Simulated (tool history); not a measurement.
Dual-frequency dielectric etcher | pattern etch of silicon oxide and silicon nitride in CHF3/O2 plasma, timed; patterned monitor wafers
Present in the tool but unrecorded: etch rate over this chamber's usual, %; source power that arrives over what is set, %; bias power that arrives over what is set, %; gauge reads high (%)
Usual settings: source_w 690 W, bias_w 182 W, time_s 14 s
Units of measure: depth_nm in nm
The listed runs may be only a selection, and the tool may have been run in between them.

run    hour  source_w  bias_w  time_s  wafers since the last listed run  hours since the last wet clean  hours since the last source power generator calibration  hours since the last bias power generator calibration  hours since the last upper electrode change  hours since the gauge calibration  read-back reference wafer on the same gauge, depth_nm  depth_nm
  1       0       690     194      14                                 0                           515.9                                                   2679.5                                                 2829.6                                       1934.9                              840.3                                                  24.52     22.68
      140.7  -- wet clean of the chamber
  2   277.2       690     194      14                              2724                           136.5                                                   2956.7                                                 3106.8                                       2212.1                             1117.5                                                  24.51     22.42
  3     321       690     182      14                               471                           180.3                                                   3000.5                                                 3150.6                                       2255.9                             1161.3                                                  24.49     21.93
  4   418.6       690     182    15.5                              1050                           277.9                                                   3098.1                                                 3248.2                                       2353.5                             1258.9                                                  24.51     24.39
  5   456.9       690     182    15.5                               412                           316.2                                                   3136.4                                                 3286.5                                       2391.8                             1297.2                                                  24.51     24.21
  6   551.5       690     182      14                              1017                           410.8                                                     3231                                                 3381.1                                       2486.4                             1391.8                                                   24.5     22.15
  7   592.2       690     182      14                               437                           451.5                                                   3271.7                                                 3421.8                                       2527.1                             1432.5                                                  24.51     22.02
  8   680.6       780     182      14                               951                           539.9                                                   3360.1                                                 3510.2                                       2615.5                             1520.9                                                  24.51     23.02
      732.8  -- gauge calibrated
  9   742.9       690     162      14                               670                           602.2                                                   3422.4                                                 3572.5                                       2677.8                               10.1                                                   24.5     21.17
        812  -- wet clean of the chamber
 10   848.9       690     162      14                               882                            36.9                                                   3528.4                                                 3678.5                                       2783.8                              116.1                                                   24.5     20.95
 11   925.3       690     204      14                               822                           113.3                                                   3604.8                                                 3754.9                                       2860.2                              192.5                                                  24.48     22.53
 12  1012.7       690     204      14                               940                           200.7                                                   3692.2                                                 3842.3                                       2947.6                              279.9                                                   24.5     22.64
       1068  -- source power generator calibrated
 13  1103.9       690     204      14                               938                           291.9                                                     35.9                                                 3933.5                                       3038.8                              371.1                                                  24.47     23.09
       1162  -- upper electrode replaced
 14  1162.5       640     182      14                               372                           350.5                                                     94.5                                                 3992.1                                          0.5                              429.7                                                   24.5     21.54
 15  1248.9       690     182    15.5                               929                           436.9                                                    180.9                                                 4078.5                                         86.9                              516.1                                                   24.5      24.7
 16  1288.8       690     162      14                               429                           476.8                                                    220.8                                                 4118.4                                        126.8                                556                                                  24.49      21.6
 17  1371.2       690     201    16.5                               886                           559.2                                                    303.2                                                 4200.8                                        209.2                              638.4                                                   24.5     27.04
     1408.3  -- wet clean of the chamber
       1414  -- bias power generator calibrated
 18  1469.7       860     182    11.5                               758                            61.4                                                    401.7                                                   55.7                                        307.7                              736.9                                                   24.5      20.3
 19  1540.8       690     182      11                               765                           132.5                                                    472.8                                                  126.8                                        378.8                                808                                                  24.51     17.54
 20  1585.2       690     182      14                               477                           176.9                                                    517.2                                                  171.2                                        423.2                              852.4                                                   24.5     22.47
 21  1650.5       740     144    12.5                               702                           242.2                                                    582.5                                                  236.5                                        488.5                              917.7                                                   24.5     19.37
 22    1714       560     227      14                               683                           305.7                                                      646                                                    300                                          552                              981.2                                                  24.48     21.45
 23  1956.5       570     157      15                              2609                           548.2                                                    888.5                                                  542.5                                        794.5                             1223.7                                                  24.52     21.06
 24  2010.1       690     162      14                               576                           601.8                                                    942.1                                                  596.1                                        848.1                             1277.3                                                  24.51     21.59
     2066.5  -- wet clean of the chamber
 25    2067       760     182      16                               354                             0.5                                                      999                                                    653                                          905                             1334.2                                                  24.49     26.83
 26  2102.7       640     182      14                               384                            36.2                                                   1034.7                                                  688.7                                        940.7                             1369.9                                                  24.49     21.49
 27  2154.8       690     169      14                               560                            88.3                                                   1086.8                                                  740.8                                        992.8                               1422                                                  24.52     21.86
 28  2194.3       690     182      14                               425                           127.8                                                   1126.3                                                  780.3                                       1032.3                             1461.5                                                   24.5     22.41
 29    2261       640     147      10                               717                           194.5                                                     1193                                                    847                                         1099                             1528.2                                                   24.5     14.52

State the hidden condition of the tool at each of the runs:
etch rate over this chamber's usual, %: 0, the same for each run
bias power that arrives over what is set, %: 0, the same for each run
gauge reads high (%): 0, the same for each run
H1: source power that arrives over what is set, %
run       H1
  1    -2.61
  2    -3.29
  3     -3.4
  4    -3.66
  5    -3.76
  6    -4.02
  7    -4.14
  8    -4.39
  9    -4.58
 10     -4.9
 11    -5.13
 12    -5.41
 13   0.0284
 14   0.0251
 15   0.0148
 16  0.00781
 17  -0.0109
 18  -0.0411
 19  -0.0681
 20  -0.0872
 21   -0.118
 22   -0.152
 23   -0.314
 24   -0.356
 25   -0.404
 26   -0.436
 27   -0.484
 28   -0.522
 29   -0.589
